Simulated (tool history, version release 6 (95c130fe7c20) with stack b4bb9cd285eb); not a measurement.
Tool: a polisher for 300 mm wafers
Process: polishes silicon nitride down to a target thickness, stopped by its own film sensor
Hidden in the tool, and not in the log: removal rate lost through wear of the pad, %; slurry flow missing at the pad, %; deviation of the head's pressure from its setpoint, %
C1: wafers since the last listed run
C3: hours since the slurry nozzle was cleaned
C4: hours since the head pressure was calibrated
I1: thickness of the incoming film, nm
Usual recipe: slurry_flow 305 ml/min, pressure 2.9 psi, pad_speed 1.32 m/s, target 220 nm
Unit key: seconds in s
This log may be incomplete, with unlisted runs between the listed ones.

run 1 hour=0 | slurry_flow=305 pressure=2.9 pad_speed=1.06 target=220 | C1=0 wafers_polished_on_this_pad=770 C3=414.1 C4=277.8 | I1=362.6 | seconds=98
-- hour=23.5 slurry nozzle cleaned
-- hour=51.2 worn pad replaced by a new one
run 2 hour=52.2 | slurry_flow=305 pressure=2.9 pad_speed=1.06 target=220 | C1=499 wafers_polished_on_this_pad=10 C3=28.7 C4=330 | I1=358.2 | seconds=80.6
run 3 hour=62.5 | slurry_flow=305 pressure=2.9 pad_speed=1.06 target=220 | C1=108 wafers_polished_on_this_pad=119 C3=39 C4=340.3 | I1=355.2 | seconds=82.1
run 4 hour=75.3 | slurry_flow=305 pressure=2.6 pad_speed=1.32 target=233 | C1=135 wafers_polished_on_this_pad=254 C3=51.8 C4=353.1 | I1=356.9 | seconds=69.5
run 5 hour=85.7 | slurry_flow=305 pressure=2.6 pad_speed=1.32 target=233 | C1=109 wafers_polished_on_this_pad=364 C3=62.2 C4=363.5 | I1=358.5 | seconds=72.8
run 6 hour=98.8 | slurry_flow=305 pressure=2.6 pad_speed=1.32 target=233 | C1=138 wafers_polished_on_this_pad=503 C3=75.3 C4=376.6 | I1=363.2 | seconds=77.7
run 7 hour=111.3 | slurry_flow=305 pressure=2.9 pad_speed=1.32 target=220 | C1=132 wafers_polished_on_this_pad=635 C3=87.8 C4=389.1 | I1=355.6 | seconds=71.7
run 8 hour=121.3 | slurry_flow=305 pressure=2.9 pad_speed=1.32 target=220 | C1=105 wafers_polished_on_this_pad=741 C3=97.8 C4=399.1 | I1=361.4 | seconds=79.2
run 9 hour=131.9 | slurry_flow=305 pressure=2.9 pad_speed=1.32 target=220 | C1=112 wafers_polished_on_this_pad=853 C3=108.4 C4=409.7 | I1=353.4 | seconds=74.7
run 10 hour=144.7 | slurry_flow=305 pressure=2.9 pad_speed=1.32 target=220 | C1=135 wafers_polished_on_this_pad=988 C3=121.2 C4=422.5 | I1=361.6 | seconds=78.6
-- hour=161.4 worn pad replaced by a new one
run 11 hour=178.3 | slurry_flow=305 pressure=2.9 pad_speed=1.32 target=220 | C1=313 wafers_polished_on_this_pad=178 C3=154.8 C4=456.1 | I1=365.5 | seconds=76.8
run 12 hour=187.3 | slurry_flow=305 pressure=2.9 pad_speed=1.32 target=220 | C1=95 wafers_polished_on_this_pad=273 C3=163.8 C4=465.1 | I1=356.3 | seconds=71.5
run 13 hour=199.9 | slurry_flow=305 pressure=2.9 pad_speed=1.32 target=220 | C1=133 wafers_polished_on_this_pad=406 C3=176.4 C4=477.7 | I1=364.3 | seconds=78.9
run 14 hour=217.6 | slurry_flow=305 pressure=2.9 pad_speed=1.32 target=220 | C1=187 wafers_polished_on_this_pad=593 C3=194.1 C4=495.4 | I1=361.9 | seconds=78.9
run 15 hour=234.6 | slurry_flow=305 pressure=2.9 pad_speed=1.32 target=220 | C1=179 wafers_polished_on_this_pad=773 C3=211.1 C4=512.4 | I1=360.3 | seconds=81.5
run 16 hour=242.7 | slurry_flow=305 pressure=2.9 pad_speed=1.32 target=220 | C1=85 wafers_polished_on_this_pad=859 C3=219.2 C4=520.5 | I1=364.6 | seconds=82.5
run 17 hour=251.1 | slurry_flow=305 pressure=2.9 pad_speed=1.32 target=220 | C1=88 wafers_polished_on_this_pad=948 C3=227.6 C4=528.9 | I1=365.4 | seconds=81.6
run 18 hour=259.5 | slurry_flow=305 pressure=2.9 pad_speed=1.32 target=220 | C1=88 wafers_polished_on_this_pad=1037 C3=236 C4=537.3 | I1=359.7 | seconds=78.2
-- hour=274.7 worn pad replaced by a new one
run 19 hour=279.3 | slurry_flow=305 pressure=2.9 pad_speed=1.66 target=184 | C1=167 wafers_polished_on_this_pad=48 C3=255.8 C4=557.1 | I1=354.3 | seconds=73.7
run 20 hour=294 | slurry_flow=305 pressure=2.9 pad_speed=1.32 target=220 | C1=155 wafers_polished_on_this_pad=204 C3=270.5 C4=571.8 | I1=353.2 | seconds=72.7
run 21 hour=308.5 | slurry_flow=360 pressure=3.7 pad_speed=1 target=202 | C1=153 wafers_polished_on_this_pad=357 C3=285 C4=586.3 | I1=362.5 | seconds=84.8
run 22 hour=319.8 | slurry_flow=305 pressure=2.9 pad_speed=1.32 target=220 | C1=119 wafers_polished_on_this_pad=477 C3=296.3 C4=597.6 | I1=355.5 | seconds=76.4
run 23 hour=327 | slurry_flow=305 pressure=2.9 pad_speed=1.54 target=237 | C1=76 wafers_polished_on_this_pad=553 C3=303.5 C4=604.8 | I1=359.6 | seconds=61.1
run 24 hour=338.8 | slurry_flow=305 pressure=2.9 pad_speed=1.64 target=187 | C1=124 wafers_polished_on_this_pad=678 C3=315.3 C4=616.6 | I1=361 | seconds=83.1
run 25 hour=372.1 | slurry_flow=305 pressure=3.4 pad_speed=1.32 target=220 | C1=352 wafers_polished_on_this_pad=1030 C3=348.6 C4=649.9 | I1=359.8 | seconds=70.5
-- hour=380.9 worn pad replaced by a new one
-- hour=384.5 slurry nozzle cleaned
run 26 hour=385 | slurry_flow=305 pressure=3.4 pad_speed=1.32 target=220 | C1=83 wafers_polished_on_this_pad=33 C3=0.5 C4=662.8 | I1=358.6 | seconds=57.9
run 27 hour=397.1 | slurry_flow=305 pressure=2.9 pad_speed=1.66 target=184 | C1=127 wafers_polished_on_this_pad=161 C3=12.6 C4=674.9 | I1=363.4 | seconds=74.1
-- hour=402.2 head pressure recalibrated
run 28 hour=403.9 | slurry_flow=305 pressure=2.9 pad_speed=0.94 target=202 | C1=50 wafers_polished_on_this_pad=211 C3=19.4 C4=1.7 | I1=357.9 | seconds=103.5
run 29 hour=440.1 | slurry_flow=305 pressure=3.6 pad_speed=1 target=220 | C1=382 wafers_polished_on_this_pad=594 C3=55.6 C4=37.9 | I1=358.7 | seconds=75.4
run 30 hour=451.4 | slurry_flow=305 pressure=2.9 pad_speed=1.32 target=220 | C1=119 wafers_polished_on_this_pad=714 C3=66.9 C4=49.2 | I1=361.7 | seconds=77.9
run 31 hour=468.8 | slurry_flow=335 pressure=2.9 pad_speed=1.16 target=220 | C1=184 wafers_polished_on_this_pad=898 C3=84.3 C4=66.6 | I1=363.9 | seconds=86.7
run 32 hour=478.7 | slurry_flow=305 pressure=2.9 pad_speed=1.08 target=204 | C1=104 wafers_polished_on_this_pad=1003 C3=94.2 C4=76.5 | I1=364.6 | seconds=103.4
-- hour=490.1 worn pad replaced by a new one
run 33 hour=490.6 | slurry_flow=375 pressure=2.6 pad_speed=1.64 target=175 | C1=83 wafers_polished_on_this_pad=5 C3=106.1 C4=88.4 | I1=354.8 | seconds=81.5

Run 34 comes next. What will it give?
run 34 hour=499 | slurry_flow=305 pressure=2.9 pad_speed=1.32 target=188 | C1=88 wafers_polished_on_this_pad=93 C3=114.5 C4=96.8 | I1=360.2 | seconds=?

{"run 34": {"seconds": 87.6}}
On a tool with no hidden condition, and with the same random variation, this run would have come out at seconds 81.4 s.

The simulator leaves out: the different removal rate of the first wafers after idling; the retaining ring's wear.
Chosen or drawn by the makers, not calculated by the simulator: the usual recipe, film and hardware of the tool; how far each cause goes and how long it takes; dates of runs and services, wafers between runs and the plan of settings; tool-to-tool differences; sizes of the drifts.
